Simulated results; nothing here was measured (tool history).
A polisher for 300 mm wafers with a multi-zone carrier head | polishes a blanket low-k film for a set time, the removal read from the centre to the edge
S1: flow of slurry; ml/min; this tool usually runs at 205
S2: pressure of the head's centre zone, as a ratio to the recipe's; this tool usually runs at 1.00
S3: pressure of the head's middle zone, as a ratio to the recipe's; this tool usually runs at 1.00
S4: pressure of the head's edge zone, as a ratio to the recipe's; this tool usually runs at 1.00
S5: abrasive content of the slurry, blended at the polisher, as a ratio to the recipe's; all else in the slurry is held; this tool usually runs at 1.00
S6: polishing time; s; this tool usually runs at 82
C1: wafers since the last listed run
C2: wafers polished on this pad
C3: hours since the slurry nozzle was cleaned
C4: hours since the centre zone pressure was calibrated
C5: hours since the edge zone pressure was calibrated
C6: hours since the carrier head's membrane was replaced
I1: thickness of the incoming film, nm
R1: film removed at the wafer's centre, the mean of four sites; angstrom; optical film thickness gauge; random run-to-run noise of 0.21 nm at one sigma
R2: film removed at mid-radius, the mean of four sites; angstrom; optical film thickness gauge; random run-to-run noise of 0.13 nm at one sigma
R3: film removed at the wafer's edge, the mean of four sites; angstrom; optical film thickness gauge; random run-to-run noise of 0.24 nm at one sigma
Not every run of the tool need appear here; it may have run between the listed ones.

{"run": 1, "hour": 0.0, "S1": 170, "S2": 1.0, "S3": 1.0, "S4": 1.0, "S5": 1.0, "S6": 82, "C1": 0, "C2": 1983, "C3": 235.7, "C4": 658.1, "C5": 683.3, "C6": 58.2, "I1": 552.5, "R1": 168, "R2": 164, "R3": 165}
{"hour": 14.7, "done": "worn pad replaced by a new one"}
{"run": 2, "hour": 19.8, "S1": 170, "S2": 1.0, "S3": 1.0, "S4": 1.0, "S5": 1.0, "S6": 82, "C1": 164, "C2": 53, "C3": 255.5, "C4": 677.9, "C5": 703.1, "C6": 78.0, "I1": 567.4, "R1": 175, "R2": 174, "R3": 180}
{"run": 3, "hour": 31.9, "S1": 205, "S2": 1.0, "S3": 1.0, "S4": 1.0, "S5": 1.0, "S6": 82, "C1": 126, "C2": 179, "C3": 267.6, "C4": 690.0, "C5": 715.2, "C6": 90.1, "I1": 563.3, "R1": 185, "R2": 180, "R3": 181}
{"run": 4, "hour": 62.4, "S1": 145, "S2": 1.1, "S3": 1.0, "S4": 1.0, "S5": 0.9, "S6": 82, "C1": 317, "C2": 497, "C3": 298.1, "C4": 720.5, "C5": 745.7, "C6": 120.6, "I1": 568.1, "R1": 180, "R2": 164, "R3": 167}
{"run": 5, "hour": 83.0, "S1": 205, "S2": 0.89, "S3": 1.09, "S4": 1.0, "S5": 1.0, "S6": 82, "C1": 214, "C2": 712, "C3": 318.7, "C4": 741.1, "C5": 766.3, "C6": 141.2, "I1": 562.1, "R1": 161, "R2": 192, "R3": 183}
{"hour": 113.2, "done": "centre zone pressure recalibrated"}
{"run": 6, "hour": 117.3, "S1": 150, "S2": 1.0, "S3": 1.0, "S4": 1.0, "S5": 1.0, "S6": 108, "C1": 336, "C2": 1049, "C3": 353.0, "C4": 4.1, "C5": 800.6, "C6": 175.5, "I1": 555.1, "R1": 224, "R2": 222, "R3": 227}
{"hour": 158.0, "done": "slurry nozzle cleaned"}
{"hour": 159.8, "done": "edge zone pressure recalibrated"}
{"run": 7, "hour": 179.4, "S1": 205, "S2": 1.0, "S3": 0.93, "S4": 1.0, "S5": 1.15, "S6": 82, "C1": 618, "C2": 1667, "C3": 21.4, "C4": 66.2, "C5": 19.6, "C6": 237.6, "I1": 554.4, "R1": 180, "R2": 171, "R3": 180}
{"run": 8, "hour": 206.0, "S1": 205, "S2": 1.0, "S3": 1.0, "S4": 1.0, "S5": 1.0, "S6": 82, "C1": 277, "C2": 1944, "C3": 48.0, "C4": 92.8, "C5": 46.2, "C6": 264.2, "I1": 563.6, "R1": 171, "R2": 170, "R3": 169}
{"hour": 211.7, "done": "worn pad replaced by a new one"}
{"run": 9, "hour": 239.3, "S1": 205, "S2": 1.0, "S3": 1.12, "S4": 1.0, "S5": 1.0, "S6": 82, "C1": 305, "C2": 287, "C3": 81.3, "C4": 126.1, "C5": 79.5, "C6": 297.5, "I1": 560.6, "R1": 189, "R2": 195, "R3": 179}
{"run": 10, "hour": 266.0, "S1": 205, "S2": 1.0, "S3": 1.0, "S4": 1.0, "S5": 1.0, "S6": 82, "C1": 278, "C2": 566, "C3": 108.0, "C4": 152.8, "C5": 106.2, "C6": 324.2, "I1": 559.7, "R1": 181, "R2": 178, "R3": 183}
{"run": 11, "hour": 283.2, "S1": 240, "S2": 1.12, "S3": 1.12, "S4": 1.0, "S5": 0.75, "S6": 82, "C1": 179, "C2": 745, "C3": 125.2, "C4": 170.0, "C5": 123.4, "C6": 341.4, "I1": 556.4, "R1": 196, "R2": 184, "R3": 167}
{"run": 12, "hour": 302.8, "S1": 225, "S2": 1.0, "S3": 1.0, "S4": 1.0, "S5": 1.0, "S6": 82, "C1": 204, "C2": 949, "C3": 144.8, "C4": 189.6, "C5": 143.0, "C6": 361.0, "I1": 551.4, "R1": 182, "R2": 181, "R3": 181}
{"run": 13, "hour": 321.3, "S1": 205, "S2": 0.9, "S3": 1.0, "S4": 1.0, "S5": 1.0, "S6": 82, "C1": 192, "C2": 1142, "C3": 163.3, "C4": 208.1, "C5": 161.5, "C6": 379.5, "I1": 554.2, "R1": 160, "R2": 178, "R3": 177}
{"run": 14, "hour": 340.8, "S1": 205, "S2": 1.0, "S3": 1.0, "S4": 1.11, "S5": 1.2, "S6": 82, "C1": 203, "C2": 1346, "C3": 182.8, "C4": 227.6, "C5": 181.0, "C6": 399.0, "I1": 552.3, "R1": 190, "R2": 184, "R3": 197}
{"run": 15, "hour": 360.2, "S1": 205, "S2": 1.04, "S3": 1.0, "S4": 1.0, "S5": 1.1, "S6": 82, "C1": 202, "C2": 1548, "C3": 202.2, "C4": 247.0, "C5": 200.4, "C6": 418.4, "I1": 565.4, "R1": 191, "R2": 177, "R3": 181}
{"run": 16, "hour": 373.4, "S1": 205, "S2": 1.0, "S3": 0.93, "S4": 1.0, "S5": 1.0, "S6": 82, "C1": 137, "C2": 1686, "C3": 215.4, "C4": 260.2, "C5": 213.6, "C6": 431.6, "I1": 562.6, "R1": 175, "R2": 166, "R3": 177}
{"hour": 389.3, "done": "worn pad replaced by a new one"}
{"run": 17, "hour": 394.7, "S1": 205, "S2": 0.96, "S3": 1.0, "S4": 1.0, "S5": 1.0, "S6": 65, "C1": 180, "C2": 56, "C3": 236.7, "C4": 281.5, "C5": 234.9, "C6": 452.9, "I1": 551.9, "R1": 141, "R2": 143, "R3": 143}
{"run": 18, "hour": 407.0, "S1": 175, "S2": 1.0, "S3": 1.0, "S4": 1.05, "S5": 1.0, "S6": 82, "C1": 128, "C2": 184, "C3": 249.0, "C4": 293.8, "C5": 247.2, "C6": 465.2, "I1": 563.8, "R1": 180, "R2": 176, "R3": 181}
{"run": 19, "hour": 427.6, "S1": 205, "S2": 1.0, "S3": 1.0, "S4": 1.0, "S5": 1.0, "S6": 82, "C1": 214, "C2": 399, "C3": 269.6, "C4": 314.4, "C5": 267.8, "C6": 485.8, "I1": 560.8, "R1": 182, "R2": 179, "R3": 184}
{"run": 20, "hour": 449.1, "S1": 150, "S2": 0.92, "S3": 1.0, "S4": 1.0, "S5": 1.0, "S6": 82, "C1": 224, "C2": 623, "C3": 291.1, "C4": 335.9, "C5": 289.3, "C6": 507.3, "I1": 566.3, "R1": 155, "R2": 171, "R3": 171}
{"run": 21, "hour": 472.5, "S1": 205, "S2": 1.0, "S3": 1.0, "S4": 1.06, "S5": 1.2, "S6": 82, "C1": 243, "C2": 867, "C3": 314.5, "C4": 359.3, "C5": 312.7, "C6": 530.7, "I1": 561.1, "R1": 190, "R2": 187, "R3": 197}
{"run": 22, "hour": 495.1, "S1": 205, "S2": 1.0, "S3": 1.0, "S4": 1.0, "S5": 1.0, "S6": 82, "C1": 235, "C2": 1102, "C3": 337.1, "C4": 381.9, "C5": 335.3, "C6": 553.3, "I1": 565.3, "R1": 181, "R2": 176, "R3": 179}

Below are 4 alternative next runs, each starting from the tool's condition after run 22. Predict each:
{"run": "A", "hour": 495.5, "S1": 205, "S2": 1.0, "S3": 1.0, "S4": 1.0, "S5": 1.0, "S6": 82, "C1": 4, "C2": 1107, "C3": 337.5, "C4": 382.3, "C5": 335.7, "C6": 553.7, "I1": 555.1, "R1": "?", "R2": "?", "R3": "?"}
{"run": "B", "hour": 495.5, "S1": 205, "S2": 0.92, "S3": 1.0, "S4": 1.0, "S5": 0.9, "S6": 96, "C1": 4, "C2": 1107, "C3": 337.5, "C4": 382.3, "C5": 335.7, "C6": 553.7, "I1": 555.1, "R1": "?", "R2": "?", "R3": "?"}
{"run": "C", "hour": 495.5, "S1": 140, "S2": 1.0, "S3": 1.11, "S4": 1.0, "S5": 1.0, "S6": 82, "C1": 4, "C2": 1107, "C3": 337.5, "C4": 382.3, "C5": 335.7, "C6": 553.7, "I1": 555.1, "R1": "?", "R2": "?", "R3": "?"}
{"run": "D", "hour": 495.5, "S1": 205, "S2": 0.89, "S3": 1.0, "S4": 1.0, "S5": 1.0, "S6": 82, "C1": 4, "C2": 1107, "C3": 337.5, "C4": 382.3, "C5": 335.7, "C6": 553.7, "I1": 555.1, "R1": "?", "R2": "?", "R3": "?"}

run=A R1=179 R2=176 R3=180
run=B R1=188 R2=201 R3=205
run=C R1=165 R2=175 R3=170
run=D R1=159 R2=176 R3=180
Without the tool's unlogged condition, the same runs would have read:
run=A R1=184 R2=181 R3=185
run=B R1=193 R2=207 R3=211
run=C R1=170 R2=180 R3=175
run=D R1=164 R2=181 R3=185
